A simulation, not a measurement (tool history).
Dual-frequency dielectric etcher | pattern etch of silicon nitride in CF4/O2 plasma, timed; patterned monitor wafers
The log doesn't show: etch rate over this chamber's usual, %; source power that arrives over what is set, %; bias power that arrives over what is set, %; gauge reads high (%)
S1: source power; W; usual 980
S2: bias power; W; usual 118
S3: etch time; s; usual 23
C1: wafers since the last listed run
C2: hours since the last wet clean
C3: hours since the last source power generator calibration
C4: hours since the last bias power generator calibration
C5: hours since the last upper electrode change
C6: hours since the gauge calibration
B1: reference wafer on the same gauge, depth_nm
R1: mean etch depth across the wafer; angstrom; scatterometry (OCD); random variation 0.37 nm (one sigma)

run,day,S1,S2,S3,C1,C2,C3,C4,C5,C6,B1,R1
1,0,1070,136,23,0,60,2345.5,4303,4809.8,657,61.7,793
2,0.554,980,118,26,266,73.3,2358.8,4316.3,4823.1,670.3,61.7,806
3,1.754,980,118,26,576,102.1,2387.6,4345.1,4851.9,699.1,61.7,806
4,3.029,980,118,26,612,132.7,2418.2,4375.7,4882.5,729.7,61.6,795
5,3.708,1090,103,23,326,149,2434.5,4392,4898.8,746,61.8,724
6,5.592,1090,103,23,905,194.2,2479.7,4437.2,4944,791.2,62,739
7,6.312,1090,103,23,346,211.5,2497,4454.5,4961.3,808.5,62,725
8,7.525,980,118,23,582,240.6,2526.1,4483.6,4990.4,837.6,61.7,702
9,8.625,980,118,23,528,267,2552.5,4510,5016.8,864,61.6,698
10,9.825,980,118,23,576,295.8,2581.3,4538.8,5045.6,892.8,62,693
11,13.596,920,118,23,1812,386.3,2671.8,4629.3,5136.1,983.3,61.8,663
12,14.404,860,118,23,388,405.7,2691.2,4648.7,5155.5,1002.7,61.7,636
# day 17.167: upper electrode replaced
# day 17.45: gauge calibrated
# day 18.238: wet clean of the chamber
13,18.275,860,118,23,899,0.9,2784.1,4741.6,26.6,19.8,61.8,662
# day 18.888: bias power generator calibrated
14,18.908,980,132,20.5,224,16.1,2799.3,0.5,41.8,35,61.8,661
15,19.525,790,108,19,296,30.9,2814.1,15.3,56.6,49.8,61.6,507
16,20.521,980,118,23,478,54.8,2838,39.2,80.5,73.7,61.7,714
17,21.488,1100,110,23,464,78,2861.2,62.4,103.7,96.9,61.8,765
18,25.538,810,88,28,1946,175.2,2958.4,159.6,200.9,194.1,61.9,706
19,26.746,840,118,17.5,580,204.2,2987.4,188.6,229.9,223.1,61.9,491
20,27.321,880,135,17,276,218,3001.2,202.4,243.7,236.9,61.9,500
21,28.546,980,106,18,588,247.4,3030.6,231.8,273.1,266.3,61.9,539
22,30.096,1070,136,23,744,284.6,3067.8,269,310.3,303.5,61.8,767
# day 30.488: source power generator calibrated
23,31.158,910,131,21,430,310.1,16.1,294.5,335.8,329,61.8,623
24,32.283,980,118,23,540,337.1,43.1,321.5,362.8,356,61.8,696
25,33.421,980,101,23,546,364.4,70.4,348.8,390.1,383.3,61.9,670
26,34.912,1160,118,28,716,400.2,106.2,384.6,425.9,419.1,61.8,933

The next listed run, before its measurement:
# day 36.608: wet clean of the chamber
27,36.629,1040,102,18,344,0.5,147.4,425.8,467.1,460.3,?,?

{"run 27": {"B1": 61.8, "R1": 561}}
Without the tool's hidden state the same run would have given R1 561 angstrom.
